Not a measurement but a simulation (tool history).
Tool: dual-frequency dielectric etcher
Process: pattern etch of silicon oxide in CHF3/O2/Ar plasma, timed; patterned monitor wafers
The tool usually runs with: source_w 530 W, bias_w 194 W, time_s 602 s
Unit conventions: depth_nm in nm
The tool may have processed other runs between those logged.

| run | hour | source_w | bias_w | time_s | wafers since the last listed run | hours since the last wet clean | hours since the last source power generator calibration | hours since the last bias power generator calibration | hours since the last upper electrode change | hours since the gauge calibration | read-back reference wafer on the same gauge, depth_nm | depth_nm |
|---|---|---|---|---|---|---|---|---|---|---|---|---|
| 1 | 0 | 530 | 194 | 602 | 0 | 6.6 | 1546.6 | 2391.7 | 4775.8 | 538.8 | 1209.9 | 1113.6 |
| 2 | 71 | 530 | 194 | 602 | 126 | 77.6 | 1617.6 | 2462.7 | 4846.8 | 609.8 | 1209.4 | 1116.6 |
| 3 | 131.8 | 530 | 194 | 602 | 108 | 138.4 | 1678.4 | 2523.5 | 4907.6 | 670.6 | 1209.6 | 1121.2 |
| 4 | 160.7 | 530 | 194 | 602 | 51 | 167.3 | 1707.3 | 2552.4 | 4936.5 | 699.5 | 1209.9 | 1123.5 |
| 5 | 211.3 | 530 | 194 | 602 | 90 | 217.9 | 1757.9 | 2603 | 4987.1 | 750.1 | 1210 | 1123.3 |
|  | 290.8 | upper electrode replaced |
| 6 | 291.3 | 530 | 194 | 602 | 100 | 297.9 | 1837.9 | 2683 | 0.5 | 830.1 | 1210.1 | 1127.8 |
| 7 | 331.3 | 530 | 194 | 602 | 71 | 337.9 | 1877.9 | 2723 | 40.5 | 870.1 | 1210 | 1130.4 |
| 8 | 376.1 | 530 | 194 | 602 | 80 | 382.7 | 1922.7 | 2767.8 | 85.3 | 914.9 | 1210.1 | 1130.8 |
| 9 | 402.3 | 450 | 194 | 602 | 46 | 408.9 | 1948.9 | 2794 | 111.5 | 941.1 | 1209.8 | 1050.4 |
|  | 430.5 | gauge calibrated |
|  | 498.8 | wet clean of the chamber |
|  | 541.7 | bias power generator calibrated |
| 10 | 559.2 | 450 | 194 | 602 | 230 | 60.4 | 2105.8 | 17.5 | 268.4 | 128.7 | 1209.8 | 1040.1 |
| 11 | 608.5 | 580 | 194 | 602 | 88 | 109.7 | 2155.1 | 66.8 | 317.7 | 178 | 1210 | 1165.8 |
|  | 622.5 | source power generator calibrated |
| 12 | 653.4 | 530 | 194 | 602 | 73 | 154.6 | 30.9 | 111.7 | 362.6 | 222.9 | 1210.3 | 1099.5 |
| 13 | 701 | 530 | 179 | 455 | 85 | 202.2 | 78.5 | 159.3 | 410.2 | 270.5 | 1210.1 | 805.1 |
| 14 | 755.6 | 530 | 194 | 602 | 97 | 256.8 | 133.1 | 213.9 | 464.8 | 325.1 | 1210.4 | 1102.9 |
| 15 | 802.2 | 530 | 164 | 476.5 | 83 | 303.4 | 179.7 | 260.5 | 511.4 | 371.7 | 1209.8 | 817.2 |
| 16 | 841.6 | 530 | 194 | 544.5 | 70 | 342.8 | 219.1 | 299.9 | 550.8 | 411.1 | 1210.1 | 1001.3 |
| 17 | 893.3 | 610 | 228 | 681.5 | 92 | 394.5 | 270.8 | 351.6 | 602.5 | 462.8 | 1210 | 1421.4 |
| 18 | 952.2 | 580 | 229 | 483.5 | 105 | 453.4 | 329.7 | 410.5 | 661.4 | 521.7 | 1210 | 992.6 |

List, for all runs, the conditions of the tool that the log does not record:
bias power that arrives over what is set, %: 0 in every run
gauge reads high (%): 0 in every run
H1: etch rate over this chamber's usual, %
H2: source power that arrives over what is set, %
| run | H1 | H2 |
|---|---|---|
| 1 | -0.0159 | 3.74 |
| 2 | 0.192 | 3.89 |
| 3 | 0.37 | 4.01 |
| 4 | 0.455 | 4.07 |
| 5 | 0.603 | 4.17 |
| 6 | 0.837 | 4.33 |
| 7 | 0.955 | 4.42 |
| 8 | 1.09 | 4.51 |
| 9 | 1.16 | 4.56 |
| 10 | -0.0421 | 4.88 |
| 11 | 0.102 | 4.98 |
| 12 | 0.234 | -0.311 |
| 13 | 0.373 | -0.214 |
| 14 | 0.533 | -0.103 |
| 15 | 0.67 | -0.00757 |
| 16 | 0.785 | 0.0727 |
| 17 | 0.937 | 0.178 |
| 18 | 1.11 | 0.298 |

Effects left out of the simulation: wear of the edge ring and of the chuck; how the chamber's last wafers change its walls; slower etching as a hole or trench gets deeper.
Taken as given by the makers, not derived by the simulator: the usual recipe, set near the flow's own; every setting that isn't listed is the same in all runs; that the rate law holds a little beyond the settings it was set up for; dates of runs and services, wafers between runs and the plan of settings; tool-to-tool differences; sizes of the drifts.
